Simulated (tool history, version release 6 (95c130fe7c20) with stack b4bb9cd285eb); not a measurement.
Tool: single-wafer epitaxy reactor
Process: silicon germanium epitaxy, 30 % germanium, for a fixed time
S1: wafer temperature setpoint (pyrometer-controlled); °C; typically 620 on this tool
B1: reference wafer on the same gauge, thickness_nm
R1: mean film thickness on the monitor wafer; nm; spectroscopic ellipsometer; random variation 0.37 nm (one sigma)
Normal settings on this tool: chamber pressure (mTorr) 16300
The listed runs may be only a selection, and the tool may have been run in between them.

{"run": 1, "hour": 0.0, "S1": 620, "chamber pressure (mTorr)": 14200, "B1": 79.191, "R1": 68.588}
{"run": 2, "hour": 30.7, "S1": 620, "chamber pressure (mTorr)": 14200, "B1": 79.053, "R1": 68.656}
{"run": 3, "hour": 64.2, "S1": 620, "chamber pressure (mTorr)": 16300, "B1": 79.355, "R1": 74.115}
{"run": 4, "hour": 91.4, "S1": 620, "chamber pressure (mTorr)": 16300, "B1": 79.268, "R1": 74.877}
{"run": 5, "hour": 110.1, "S1": 620, "chamber pressure (mTorr)": 16300, "B1": 79.274, "R1": 74.964}
{"run": 6, "hour": 144.0, "S1": 620, "chamber pressure (mTorr)": 16300, "B1": 79.491, "R1": 74.407}
{"hour": 163.5, "done": "capacitance manometer re-zeroed and calibrated"}
{"run": 7, "hour": 179.4, "S1": 620, "chamber pressure (mTorr)": 16300, "B1": 79.5, "R1": 75.244}
{"run": 8, "hour": 195.8, "S1": 620, "chamber pressure (mTorr)": 16300, "B1": 79.662, "R1": 74.992}
{"run": 9, "hour": 219.1, "S1": 620, "chamber pressure (mTorr)": 16300, "B1": 79.77, "R1": 74.622}
{"hour": 244.4, "done": "pyrometer calibrated"}
{"hour": 246.7, "done": "showerhead replaced"}
{"run": 10, "hour": 247.2, "S1": 620, "chamber pressure (mTorr)": 16300, "B1": 79.986, "R1": 75.169}
{"run": 11, "hour": 265.7, "S1": 625, "chamber pressure (mTorr)": 14700, "B1": 79.949, "R1": 77.093}
{"run": 12, "hour": 278.3, "S1": 612, "chamber pressure (mTorr)": 14600, "B1": 80.04, "R1": 62.812}
{"run": 13, "hour": 307.2, "S1": 620, "chamber pressure (mTorr)": 18100, "B1": 80.282, "R1": 79.47}
{"run": 14, "hour": 336.2, "S1": 620, "chamber pressure (mTorr)": 16300, "B1": 80.488, "R1": 75.936}
{"run": 15, "hour": 362.5, "S1": 627, "chamber pressure (mTorr)": 15100, "B1": 80.612, "R1": 80.819}
{"hour": 376.0, "done": "gauge calibrated"}
{"run": 16, "hour": 380.7, "S1": 634, "chamber pressure (mTorr)": 19500, "B1": 78.913, "R1": 100.548}
{"run": 17, "hour": 416.7, "S1": 632, "chamber pressure (mTorr)": 18500, "B1": 78.781, "R1": 95.655}
{"run": 18, "hour": 444.4, "S1": 626, "chamber pressure (mTorr)": 13700, "B1": 78.889, "R1": 74.005}
{"run": 19, "hour": 463.6, "S1": 620, "chamber pressure (mTorr)": 13700, "B1": 78.969, "R1": 67.65}
{"run": 20, "hour": 495.6, "S1": 632, "chamber pressure (mTorr)": 15200, "B1": 78.894, "R1": 85.66}
{"run": 21, "hour": 518.7, "S1": 620, "chamber pressure (mTorr)": 16300, "B1": 78.921, "R1": 73.952}

Branching from run 21: 5 alternative next runs. What would each branch give?
{"run": "A", "hour": 519.1, "S1": 620, "chamber pressure (mTorr)": 14600, "B1": "?", "R1": "?"}
{"run": "B", "hour": 519.1, "S1": 629, "chamber pressure (mTorr)": 17500, "B1": "?", "R1": "?"}
{"run": "C", "hour": 519.1, "S1": 634, "chamber pressure (mTorr)": 16300, "B1": "?", "R1": "?"}
{"run": "D", "hour": 519.1, "S1": 608, "chamber pressure (mTorr)": 13000, "B1": "?", "R1": "?"}
{"run": "E", "hour": 519.1, "S1": 620, "chamber pressure (mTorr)": 18200, "B1": "?", "R1": "?"}

run=A B1=78.973 R1=69.736
run=B B1=78.973 R1=88.174
run=C B1=78.973 R1=91.550
run=D B1=78.973 R1=54.164
run=E B1=78.973 R1=78.464
With no hidden state in the tool, these same runs would have given:
run=A R1=69.750
run=B R1=88.193
run=C R1=91.569
run=D R1=54.176
run=E R1=78.480
